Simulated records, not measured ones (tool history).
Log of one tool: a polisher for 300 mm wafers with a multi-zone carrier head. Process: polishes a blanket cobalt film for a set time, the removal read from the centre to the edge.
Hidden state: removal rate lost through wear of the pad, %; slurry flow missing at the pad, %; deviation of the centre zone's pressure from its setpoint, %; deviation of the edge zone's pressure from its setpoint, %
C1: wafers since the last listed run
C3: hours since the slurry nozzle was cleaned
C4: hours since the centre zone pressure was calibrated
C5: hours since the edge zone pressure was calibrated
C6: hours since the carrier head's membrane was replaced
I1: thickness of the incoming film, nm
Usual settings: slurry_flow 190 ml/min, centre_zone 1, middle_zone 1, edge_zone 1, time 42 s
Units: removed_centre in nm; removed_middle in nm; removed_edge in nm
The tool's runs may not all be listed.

{"run": 1, "day": 0.0, "slurry_flow": 190, "centre_zone": 1, "middle_zone": 1, "edge_zone": 1, "time": 42, "C1": 0, "wafers polished on this pad": 1036, "C3": 163.6, "C4": 992.4, "C5": 950.7, "C6": 497.8, "I1": 810.6, "removed_centre": 276.3, "removed_middle": 268.8, "removed_edge": 276.7}
{"day": 1.058, "done": "worn pad replaced by a new one"}
{"run": 2, "day": 1.367, "slurry_flow": 190, "centre_zone": 1, "middle_zone": 1, "edge_zone": 1, "time": 42, "C1": 201, "wafers polished on this pad": 51, "C3": 196.4, "C4": 1025.2, "C5": 983.5, "C6": 530.6, "I1": 816.6, "removed_centre": 278.7, "removed_middle": 271.3, "removed_edge": 279.8}
{"run": 3, "day": 2.342, "slurry_flow": 190, "centre_zone": 1, "middle_zone": 1, "edge_zone": 1, "time": 42, "C1": 163, "wafers polished on this pad": 215, "C3": 219.8, "C4": 1048.6, "C5": 1006.9, "C6": 554, "I1": 816.5, "removed_centre": 275.2, "removed_middle": 268.9, "removed_edge": 279.4}
{"run": 4, "day": 3.746, "slurry_flow": 190, "centre_zone": 1, "middle_zone": 1, "edge_zone": 1, "time": 42, "C1": 235, "wafers polished on this pad": 450, "C3": 253.5, "C4": 1082.3, "C5": 1040.6, "C6": 587.7, "I1": 825.9, "removed_centre": 271.1, "removed_middle": 273.2, "removed_edge": 277.5}
{"run": 5, "day": 5.217, "slurry_flow": 190, "centre_zone": 1, "middle_zone": 1, "edge_zone": 1, "time": 42, "C1": 246, "wafers polished on this pad": 697, "C3": 288.8, "C4": 1117.6, "C5": 1075.9, "C6": 623, "I1": 833.4, "removed_centre": 273.6, "removed_middle": 263.3, "removed_edge": 275.5}
{"day": 5.692, "done": "carrier head's membrane replaced by a new one, of another model than before"}
{"day": 6.183, "done": "centre zone pressure recalibrated"}
{"run": 6, "day": 6.612, "slurry_flow": 190, "centre_zone": 1, "middle_zone": 1, "edge_zone": 1, "time": 42, "C1": 185, "wafers polished on this pad": 882, "C3": 322.3, "C4": 10.3, "C5": 1109.4, "C6": 22.1, "I1": 819.9, "removed_centre": 273.9, "removed_middle": 266.7, "removed_edge": 273.1}
{"run": 7, "day": 7.404, "slurry_flow": 190, "centre_zone": 1, "middle_zone": 1, "edge_zone": 1, "time": 42, "C1": 132, "wafers polished on this pad": 1015, "C3": 341.3, "C4": 29.3, "C5": 1128.4, "C6": 41.1, "I1": 823.2, "removed_centre": 268.5, "removed_middle": 263.8, "removed_edge": 271.8}
{"day": 7.775, "done": "worn pad replaced by a new one"}
{"run": 8, "day": 8.042, "slurry_flow": 190, "centre_zone": 1, "middle_zone": 1, "edge_zone": 1, "time": 42, "C1": 78, "wafers polished on this pad": 44, "C3": 356.6, "C4": 44.6, "C5": 1143.7, "C6": 56.4, "I1": 816.3, "removed_centre": 266.5, "removed_middle": 253.5, "removed_edge": 273.1}
{"run": 9, "day": 8.646, "slurry_flow": 190, "centre_zone": 1, "middle_zone": 1, "edge_zone": 1, "time": 42, "C1": 101, "wafers polished on this pad": 145, "C3": 371.1, "C4": 59.1, "C5": 1158.2, "C6": 70.9, "I1": 804.5, "removed_centre": 263.1, "removed_middle": 259.5, "removed_edge": 274.6}
{"run": 10, "day": 9.208, "slurry_flow": 190, "centre_zone": 1, "middle_zone": 1, "edge_zone": 1, "time": 42, "C1": 94, "wafers polished on this pad": 240, "C3": 384.6, "C4": 72.6, "C5": 1171.7, "C6": 84.4, "I1": 810.3, "removed_centre": 260.5, "removed_middle": 260.1, "removed_edge": 269.7}
{"day": 9.704, "done": "slurry nozzle cleaned"}
{"run": 11, "day": 10.088, "slurry_flow": 240, "centre_zone": 1.07, "middle_zone": 1.11, "edge_zone": 1.07, "time": 42, "C1": 140, "wafers polished on this pad": 380, "C3": 9.2, "C4": 93.7, "C5": 1192.8, "C6": 105.5, "I1": 835.8, "removed_centre": 303, "removed_middle": 297.4, "removed_edge": 297.4}
{"day": 11.346, "done": "edge zone pressure recalibrated"}
{"run": 12, "day": 11.575, "slurry_flow": 190, "centre_zone": 1, "middle_zone": 1.09, "edge_zone": 1.08, "time": 36, "C1": 235, "wafers polished on this pad": 615, "C3": 44.9, "C4": 129.4, "C5": 5.5, "C6": 141.2, "I1": 824.1, "removed_centre": 238.2, "removed_middle": 249.4, "removed_edge": 256.3}
{"run": 13, "day": 12.212, "slurry_flow": 190, "centre_zone": 1.08, "middle_zone": 1, "edge_zone": 1, "time": 42, "C1": 106, "wafers polished on this pad": 722, "C3": 60.2, "C4": 144.7, "C5": 20.8, "C6": 156.5, "I1": 813.8, "removed_centre": 291.4, "removed_middle": 272.9, "removed_edge": 284.1}
{"run": 14, "day": 13.417, "slurry_flow": 190, "centre_zone": 1, "middle_zone": 1.07, "edge_zone": 1.1, "time": 34, "C1": 201, "wafers polished on this pad": 924, "C3": 89.1, "C4": 173.6, "C5": 49.7, "C6": 185.4, "I1": 810.1, "removed_centre": 226.2, "removed_middle": 227, "removed_edge": 238.8}
{"day": 14.625, "done": "worn pad replaced by a new one"}
{"run": 15, "day": 14.646, "slurry_flow": 190, "centre_zone": 1, "middle_zone": 1, "edge_zone": 1, "time": 42, "C1": 178, "wafers polished on this pad": 3, "C3": 118.6, "C4": 203.1, "C5": 79.2, "C6": 214.9, "I1": 814.4, "removed_centre": 282, "removed_middle": 276.2, "removed_edge": 283.8}
{"run": 16, "day": 15.7, "slurry_flow": 220, "centre_zone": 1, "middle_zone": 1, "edge_zone": 0.95, "time": 42, "C1": 176, "wafers polished on this pad": 180, "C3": 143.9, "C4": 228.4, "C5": 104.5, "C6": 240.2, "I1": 828.2, "removed_centre": 284, "removed_middle": 268.6, "removed_edge": 276.3}
{"run": 17, "day": 17.112, "slurry_flow": 215, "centre_zone": 1, "middle_zone": 0.88, "edge_zone": 1.09, "time": 42, "C1": 236, "wafers polished on this pad": 417, "C3": 177.8, "C4": 262.3, "C5": 138.4, "C6": 274.1, "I1": 819.6, "removed_centre": 281.9, "removed_middle": 254, "removed_edge": 305}

How the hidden state differs across the entries between the runs, from the last listed run before each to the first after it:
Between runs 1 and 2: worn pad replaced by a new one (day 1.058)
  slurry flow missing at the pad, %: 9 -> 11.2
  measured less the result without the state, removed_centre: -4.3 -> -5.5 nm; removed_middle: -3.7 -> -4.8 nm; removed_edge: -2.8 -> -3.6 nm
Between runs 5 and 6: carrier head's membrane replaced by a new one, of another model than before (day 5.692); centre zone pressure recalibrated (day 6.183)
  slurry flow missing at the pad, %: 19.7 -> 23.6
  measured less the result without the state, removed_centre: -10.5 -> -13.2 nm; removed_middle: -9 -> -11.5 nm; removed_edge: -6.9 -> -8.5 nm
Between runs 7 and 8: worn pad replaced by a new one (day 7.775)
  slurry flow missing at the pad, %: 26 -> 28
  measured less the result without the state, removed_centre: -14.7 -> -16.2 nm; removed_middle: -12.9 -> -13.7 nm; removed_edge: -9.6 -> -10.7 nm
Between runs 10 and 11: slurry nozzle cleaned (day 9.704)
  slurry flow missing at the pad, %: 32 -> 4.02
  measured less the result without the state, removed_centre: -19.1 -> -1.6 nm; removed_middle: -16.9 -> -1.5 nm; removed_edge: -12.6 -> -1 nm
Between runs 11 and 12: edge zone pressure recalibrated (day 11.346)
  slurry flow missing at the pad, %: 4.02 -> 4.38
  measured less the result without the state, removed_centre: -1.6 -> -1.7 nm; removed_middle: -1.5 -> -1.6 nm; removed_edge: -1 -> -1.2 nm
Between runs 14 and 15: worn pad replaced by a new one (day 14.625)
  slurry flow missing at the pad, %: 5.51 -> 6.67
  measured less the result without the state, removed_centre: -2.1 -> -3.1 nm; removed_middle: -1.9 -> -2.8 nm; removed_edge: -1.5 -> -2.1 nm
